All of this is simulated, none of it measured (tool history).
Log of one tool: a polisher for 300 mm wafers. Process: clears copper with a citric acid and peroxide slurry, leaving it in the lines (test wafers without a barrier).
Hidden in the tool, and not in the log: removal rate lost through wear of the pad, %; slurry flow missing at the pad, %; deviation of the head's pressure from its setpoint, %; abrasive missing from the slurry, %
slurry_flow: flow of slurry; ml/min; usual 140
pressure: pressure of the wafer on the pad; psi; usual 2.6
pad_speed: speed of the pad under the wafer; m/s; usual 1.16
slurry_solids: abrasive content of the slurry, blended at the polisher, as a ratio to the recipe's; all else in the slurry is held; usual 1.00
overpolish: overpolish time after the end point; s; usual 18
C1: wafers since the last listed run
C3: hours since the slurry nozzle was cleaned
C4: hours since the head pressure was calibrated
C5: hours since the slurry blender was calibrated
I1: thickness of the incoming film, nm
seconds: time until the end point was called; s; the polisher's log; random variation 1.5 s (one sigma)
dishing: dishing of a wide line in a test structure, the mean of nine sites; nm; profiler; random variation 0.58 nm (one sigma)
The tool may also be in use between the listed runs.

run 1 hour=0.0 | slurry_flow=110 pressure=2.6 pad_speed=1.16 slurry_solids=0.85 overpolish=18 | C1=0 wafers_polished_on_this_pad=758 C3=165.9 C4=4.2 C5=165.0 | I1=186.6 | seconds=136.2 dishing=19.5
run 2 hour=43.4 | slurry_flow=110 pressure=2.6 pad_speed=1.16 slurry_solids=0.85 overpolish=18 | C1=229 wafers_polished_on_this_pad=988 C3=209.3 C4=47.6 C5=208.4 | I1=189.4 | seconds=147.0 dishing=19.3
run 3 hour=121.3 | slurry_flow=140 pressure=2.6 pad_speed=1.16 slurry_solids=1.00 overpolish=18 | C1=412 wafers_polished_on_this_pad=1400 C3=287.2 C4=125.5 C5=286.3 | I1=188.0 | seconds=128.1 dishing=21.2
run 4 hour=190.8 | slurry_flow=140 pressure=2.6 pad_speed=1.16 slurry_solids=1.00 overpolish=18 | C1=368 wafers_polished_on_this_pad=1768 C3=356.7 C4=195.0 C5=355.8 | I1=192.1 | seconds=131.7 dishing=21.4
run 5 hour=249.5 | slurry_flow=140 pressure=2.6 pad_speed=1.16 slurry_solids=1.00 overpolish=18 | C1=310 wafers_polished_on_this_pad=2079 C3=415.4 C4=253.7 C5=414.5 | I1=188.7 | seconds=139.5 dishing=19.9
run 6 hour=300.1 | slurry_flow=140 pressure=2.6 pad_speed=1.16 slurry_solids=1.00 overpolish=18 | C1=267 wafers_polished_on_this_pad=2347 C3=466.0 C4=304.3 C5=465.1 | I1=188.7 | seconds=142.3 dishing=20.2
-- hour=307.4 slurry blender recalibrated, repeated, since the last time left the tool worse
run 7 hour=348.5 | slurry_flow=140 pressure=2.6 pad_speed=1.16 slurry_solids=1.00 overpolish=18 | C1=245 wafers_polished_on_this_pad=2593 C3=514.4 C4=352.7 C5=41.1 | I1=188.6 | seconds=98.5 dishing=26.2
run 8 hour=404.0 | slurry_flow=165 pressure=3.5 pad_speed=1.16 slurry_solids=1.20 overpolish=10 | C1=293 wafers_polished_on_this_pad=2887 C3=569.9 C4=408.2 C5=96.6 | I1=190.3 | seconds=72.6 dishing=20.8
run 9 hour=487.6 | slurry_flow=140 pressure=2.6 pad_speed=1.16 slurry_solids=1.00 overpolish=9 | C1=442 wafers_polished_on_this_pad=3329 C3=653.5 C4=491.8 C5=180.2 | I1=187.5 | seconds=104.3 dishing=13.9
run 10 hour=554.0 | slurry_flow=140 pressure=2.6 pad_speed=1.02 slurry_solids=1.00 overpolish=18 | C1=351 wafers_polished_on_this_pad=3681 C3=719.9 C4=558.2 C5=246.6 | I1=188.9 | seconds=116.0 dishing=23.0
-- hour=578.2 worn pad replaced by a new one
-- hour=598.2 slurry nozzle cleaned
-- hour=614.9 head pressure recalibrated
run 11 hour=633.6 | slurry_flow=140 pressure=2.3 pad_speed=1.16 slurry_solids=1.00 overpolish=18 | C1=384 wafers_polished_on_this_pad=277 C3=35.4 C4=18.7 C5=326.2 | I1=190.1 | seconds=115.8 dishing=22.0
run 12 hour=676.2 | slurry_flow=140 pressure=2.6 pad_speed=1.16 slurry_solids=1.20 overpolish=9 | C1=225 wafers_polished_on_this_pad=503 C3=78.0 C4=61.3 C5=368.8 | I1=191.5 | seconds=100.9 dishing=14.6
run 13 hour=725.9 | slurry_flow=140 pressure=3.1 pad_speed=1.40 slurry_solids=1.00 overpolish=18 | C1=263 wafers_polished_on_this_pad=766 C3=127.7 C4=111.0 C5=418.5 | I1=189.5 | seconds=76.1 dishing=33.5
run 14 hour=823.4 | slurry_flow=155 pressure=2.6 pad_speed=1.16 slurry_solids=1.00 overpolish=18 | C1=516 wafers_polished_on_this_pad=1282 C3=225.2 C4=208.5 C5=516.0 | I1=187.7 | seconds=103.6 dishing=25.3
run 15 hour=902.7 | slurry_flow=140 pressure=2.6 pad_speed=1.16 slurry_solids=0.85 overpolish=18 | C1=419 wafers_polished_on_this_pad=1702 C3=304.5 C4=287.8 C5=595.3 | I1=190.2 | seconds=114.1 dishing=24.4
run 16 hour=967.8 | slurry_flow=140 pressure=3.0 pad_speed=1.16 slurry_solids=1.00 overpolish=18 | C1=344 wafers_polished_on_this_pad=2047 C3=369.6 C4=352.9 C5=660.4 | I1=187.0 | seconds=92.0 dishing=26.8
run 17 hour=1011.6 | slurry_flow=115 pressure=2.2 pad_speed=1.16 slurry_solids=1.00 overpolish=18 | C1=231 wafers_polished_on_this_pad=2279 C3=413.4 C4=396.7 C5=704.2 | I1=189.7 | seconds=123.0 dishing=21.1
-- hour=1041.4 slurry blender recalibrated
run 18 hour=1065.5 | slurry_flow=155 pressure=3.2 pad_speed=1.16 slurry_solids=1.20 overpolish=18 | C1=274 wafers_polished_on_this_pad=2554 C3=467.3 C4=450.6 C5=24.1 | I1=190.6 | seconds=78.2 dishing=32.8
run 19 hour=1162.2 | slurry_flow=140 pressure=2.6 pad_speed=1.16 slurry_solids=1.00 overpolish=18 | C1=512 wafers_polished_on_this_pad=3066 C3=564.0 C4=547.3 C5=120.8 | I1=192.8 | seconds=103.9 dishing=25.8
-- hour=1174.9 head pressure recalibrated
-- hour=1235.1 worn pad replaced by a new one
run 20 hour=1253.7 | slurry_flow=140 pressure=2.6 pad_speed=1.16 slurry_solids=1.00 overpolish=18 | C1=452 wafers_polished_on_this_pad=98 C3=655.5 C4=78.8 C5=212.3 | I1=188.6 | seconds=107.3 dishing=25.4
run 21 hour=1307.7 | slurry_flow=120 pressure=2.6 pad_speed=1.40 slurry_solids=0.75 overpolish=18 | C1=285 wafers_polished_on_this_pad=384 C3=709.5 C4=132.8 C5=266.3 | I1=187.5 | seconds=101.7 dishing=25.4
-- hour=1386.1 slurry nozzle cleaned
run 22 hour=1390.6 | slurry_flow=140 pressure=2.6 pad_speed=1.16 slurry_solids=1.00 overpolish=18 | C1=433 wafers_polished_on_this_pad=818 C3=4.5 C4=215.7 C5=349.2 | I1=191.9 | seconds=107.0 dishing=24.5
run 23 hour=1435.9 | slurry_flow=105 pressure=2.9 pad_speed=1.04 slurry_solids=1.00 overpolish=23 | C1=239 wafers_polished_on_this_pad=1057 C3=49.8 C4=261.0 C5=394.5 | I1=190.1 | seconds=117.3 dishing=28.4
-- hour=1665.8 slurry blender recalibrated
run 24 hour=1737.6 | slurry_flow=140 pressure=2.6 pad_speed=1.16 slurry_solids=1.00 overpolish=18 | C1=1587 wafers_polished_on_this_pad=2645 C3=351.5 C4=562.7 C5=71.8 | I1=188.4 | seconds=101.9 dishing=26.1
-- hour=1782.2 head pressure recalibrated
run 25 hour=1829.6 | slurry_flow=140 pressure=2.6 pad_speed=1.16 slurry_solids=1.00 overpolish=8 | C1=476 wafers_polished_on_this_pad=3121 C3=443.5 C4=47.4 C5=163.8 | I1=188.9 | seconds=101.9 dishing=12.5
run 26 hour=1887.6 | slurry_flow=140 pressure=2.3 pad_speed=1.30 slurry_solids=1.00 overpolish=18 | C1=307 wafers_polished_on_this_pad=3428 C3=501.5 C4=105.4 C5=221.8 | I1=188.4 | seconds=102.0 dishing=26.5
-- hour=1928.7 worn pad replaced by a new one
run 27 hour=1931.7 | slurry_flow=140 pressure=2.6 pad_speed=1.16 slurry_solids=1.00 overpolish=18 | C1=212 wafers_polished_on_this_pad=16 C3=545.6 C4=149.5 C5=265.9 | I1=189.9 | seconds=106.3 dishing=26.2

Forecast each of these 5 alternatives for the next run:
run A hour=1932.2 | slurry_flow=125 pressure=2.6 pad_speed=1.16 slurry_solids=1.00 overpolish=18 | C1=2 wafers_polished_on_this_pad=18 C3=546.1 C4=150.0 C5=266.4 | I1=188.5 | seconds=? dishing=?
run B hour=1932.2 | slurry_flow=140 pressure=3.2 pad_speed=1.16 slurry_solids=0.90 overpolish=8 | C1=2 wafers_polished_on_this_pad=18 C3=546.1 C4=150.0 C5=266.4 | I1=188.5 | seconds=? dishing=?
run C hour=1932.2 | slurry_flow=140 pressure=2.6 pad_speed=0.96 slurry_solids=1.20 overpolish=10 | C1=2 wafers_polished_on_this_pad=18 C3=546.1 C4=150.0 C5=266.4 | I1=188.5 | seconds=? dishing=?
run D hour=1932.2 | slurry_flow=175 pressure=2.6 pad_speed=1.16 slurry_solids=0.80 overpolish=27 | C1=2 wafers_polished_on_this_pad=18 C3=546.1 C4=150.0 C5=266.4 | I1=188.5 | seconds=? dishing=?
run E hour=1932.2 | slurry_flow=140 pressure=2.6 pad_speed=0.96 slurry_solids=1.00 overpolish=18 | C1=2 wafers_polished_on_this_pad=18 C3=546.1 C4=150.0 C5=266.4 | I1=188.5 | seconds=? dishing=?

run=A seconds=106.8 dishing=24.7
run=B seconds=91.9 dishing=13.7
run=C seconds=118.5 dishing=13.3
run=D seconds=110.4 dishing=33.5
run=E seconds=126.1 dishing=21.4
Without the tool's hidden state the same runs would have given:
run=A seconds=101.1 dishing=25.8
run=B seconds=87.2 dishing=14.4
run=C seconds=112.0 dishing=14.0
run=D seconds=104.8 dishing=34.9
run=E seconds=119.4 dishing=22.4
